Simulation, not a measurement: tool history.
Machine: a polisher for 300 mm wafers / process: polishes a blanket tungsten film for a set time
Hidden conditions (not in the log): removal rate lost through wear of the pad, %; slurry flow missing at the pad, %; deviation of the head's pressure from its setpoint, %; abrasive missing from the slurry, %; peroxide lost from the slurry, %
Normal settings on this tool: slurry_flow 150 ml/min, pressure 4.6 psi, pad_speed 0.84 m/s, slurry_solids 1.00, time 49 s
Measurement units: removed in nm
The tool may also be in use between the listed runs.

run	day	slurry_flow	pressure	pad_speed	slurry_solids	time	wafers since the last listed run	wafers polished on this pad	hours since the slurry nozzle was cleaned	hours since the head pressure was calibrated	hours since the slurry blender was calibrated	hours since the slurry got fresh peroxide	incoming thickness of the incoming film, nm	removed
1	0.000	150	4.6	0.84	1.00	49	0	447	506.4	341.8	94.5	35.9	676.4	228.5
# day 1.488: slurry blender recalibrated
2	2.088	150	4.6	0.84	1.00	49	315	763	556.5	391.9	14.4	86.0	688.7	232.4
3	3.562	150	4.6	0.84	1.00	49	232	995	591.9	427.3	49.8	121.4	685.3	232.9
# day 4.308: worn pad replaced by a new one
# day 5.292: slurry tank refilled with fresh slurry and peroxide
4	5.992	150	5.1	0.84	0.80	49	350	258	650.2	485.6	108.1	16.8	679.4	239.6
# day 7.725: slurry blender recalibrated
5	7.904	150	5.1	0.84	0.80	49	288	546	696.1	531.5	4.3	62.7	676.2	236.6
6	9.525	150	5.1	0.84	0.80	49	255	802	735.0	570.4	43.2	101.6	683.0	236.1
# day 10.588: worn pad replaced by a new one
# day 11.221: slurry nozzle cleaned
# day 11.475: slurry tank refilled with fresh slurry and peroxide
7	12.033	150	4.6	0.84	1.00	49	356	214	19.5	630.6	103.4	13.4	676.6	235.1
# day 12.896: slurry blender recalibrated
# day 13.346: head pressure recalibrated
8	14.950	150	5.1	0.84	0.80	49	433	648	89.5	38.5	49.3	83.4	675.4	218.7
# day 16.788: slurry tank refilled with fresh slurry and peroxide
9	16.808	150	4.6	0.84	0.75	49	286	934	134.1	83.1	93.9	0.5	672.0	204.8
# day 17.088: worn pad replaced by a new one
10	18.888	185	5.6	0.62	1.00	49	301	283	184.0	133.0	143.8	50.4	679.6	198.4
# day 19.229: slurry blender recalibrated
11	21.696	130	3.6	0.84	1.00	38	429	713	251.4	200.4	59.2	117.8	678.2	140.0
# day 22.292: slurry tank refilled with fresh slurry and peroxide
12	22.842	105	4.6	1.14	0.85	49	174	887	278.9	227.9	86.7	13.2	683.4	267.4
# day 23.129: worn pad replaced by a new one
13	23.846	150	4.6	0.84	1.00	49	132	113	303.0	252.0	110.8	37.3	679.4	225.6
14	24.875	150	4.6	0.84	0.90	49	162	275	327.7	276.7	135.5	62.0	680.2	217.9

4 options for the next run, each taken on its own from the tool as it stands now. Forecast them:
A	24.892	150	4.6	0.84	1.00	49	2	278	328.1	277.1	135.9	62.4	683.5	?
B	24.892	150	3.2	0.70	0.90	40	2	278	328.1	277.1	135.9	62.4	683.5	?
C	24.892	135	5.9	0.62	0.85	49	2	278	328.1	277.1	135.9	62.4	683.5	?
D	24.892	150	3.4	1.10	0.85	36	2	278	328.1	277.1	135.9	62.4	683.5	?

run	removed
A	226.8
B	113.2
C	194.0
D	165.1
Stripped of hidden state, with their random variation kept, the same runs would have yielded:
run	removed
A	220.6
B	110.1
C	188.7
D	160.7

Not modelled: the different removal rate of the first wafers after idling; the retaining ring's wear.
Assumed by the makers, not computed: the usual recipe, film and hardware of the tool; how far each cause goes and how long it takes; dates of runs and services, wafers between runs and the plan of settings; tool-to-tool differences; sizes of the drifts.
